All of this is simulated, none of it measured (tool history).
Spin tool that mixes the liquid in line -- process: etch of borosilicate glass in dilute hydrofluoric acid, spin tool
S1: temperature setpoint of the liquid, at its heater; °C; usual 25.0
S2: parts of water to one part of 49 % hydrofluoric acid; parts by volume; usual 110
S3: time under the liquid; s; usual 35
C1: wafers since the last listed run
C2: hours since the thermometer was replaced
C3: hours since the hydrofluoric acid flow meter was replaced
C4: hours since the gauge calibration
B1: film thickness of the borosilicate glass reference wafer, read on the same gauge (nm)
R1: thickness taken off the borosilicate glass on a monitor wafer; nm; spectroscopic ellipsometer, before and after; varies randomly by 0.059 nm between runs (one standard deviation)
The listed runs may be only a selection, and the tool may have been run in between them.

run,hour,S1,S2,S3,C1,C2,C3,C4,B1,R1
1,0.0,25.0,110,35,0,349.7,1092.9,93.4,59.98,12.41
2,21.0,25.0,110,35,240,370.7,1113.9,114.4,60.00,12.46
3,114.3,25.0,135,45,1070,464.0,1207.2,207.7,59.98,12.59
4,139.9,25.0,135,45,293,489.6,1232.8,233.3,59.97,12.60
5,189.5,25.0,110,35,569,539.2,1282.4,282.9,59.98,12.37
6,223.0,25.0,110,35,384,572.7,1315.9,316.4,60.00,12.47
7,254.1,25.0,110,35,356,603.8,1347.0,347.5,60.00,12.43
8,278.4,25.0,110,35,278,628.1,1371.3,371.8,60.01,12.48
9,312.1,25.0,110,35,386,661.8,1405.0,405.5,59.99,12.44
10,341.6,25.0,110,35,338,691.3,1434.5,435.0,60.01,12.45
11,369.7,25.0,110,35,322,719.4,1462.6,463.1,59.97,12.44
12,383.4,25.0,110,35,157,733.1,1476.3,476.8,60.00,12.46
13,399.4,25.0,110,35,183,749.1,1492.3,492.8,59.97,12.39
14,426.6,25.0,110,20,312,776.3,1519.5,520.0,59.99,7.09
# hour 485.1: gauge calibrated
15,501.3,25.0,110,35,857,851.0,1594.2,16.2,60.03,12.49
# hour 505.0: hydrofluoric acid flow meter replaced
16,536.7,25.0,110,35,394,886.4,31.7,51.6,59.98,11.95
17,558.6,25.0,110,35,251,908.3,53.6,73.5,60.03,11.94
# hour 559.6: thermometer replaced
18,587.5,22.5,80,35,320,27.9,82.5,102.4,60.00,15.48
19,604.0,25.0,90,35,189,44.4,99.0,118.9,60.01,14.96
20,638.9,21.5,65,45,400,79.3,133.9,153.8,59.99,23.88
21,710.0,25.0,110,35,815,150.4,205.0,224.9,60.04,11.88
22,724.8,20.5,55,35,169,165.2,219.8,239.7,60.00,21.47
23,742.9,25.0,75,35,207,183.3,237.9,257.8,60.01,18.35
24,773.0,29.0,110,35,345,213.4,268.0,287.9,59.99,14.05
25,799.1,25.0,110,15,299,239.5,294.1,314.0,59.99,5.20
26,830.7,27.0,140,25,362,271.1,325.7,345.6,60.03,6.98
27,859.0,26.5,150,25,324,299.4,354.0,373.9,60.03,6.34
28,885.8,21.5,125,15,307,326.2,380.8,400.7,59.99,3.90

Expected results for the next run?
29,899.9,20.0,110,35,161,340.3,394.9,414.8,?,?

B1: 59.99
R1: 9.82 nm
Minus the tool's unlogged condition, the same run would have read R1 9.69 nm.

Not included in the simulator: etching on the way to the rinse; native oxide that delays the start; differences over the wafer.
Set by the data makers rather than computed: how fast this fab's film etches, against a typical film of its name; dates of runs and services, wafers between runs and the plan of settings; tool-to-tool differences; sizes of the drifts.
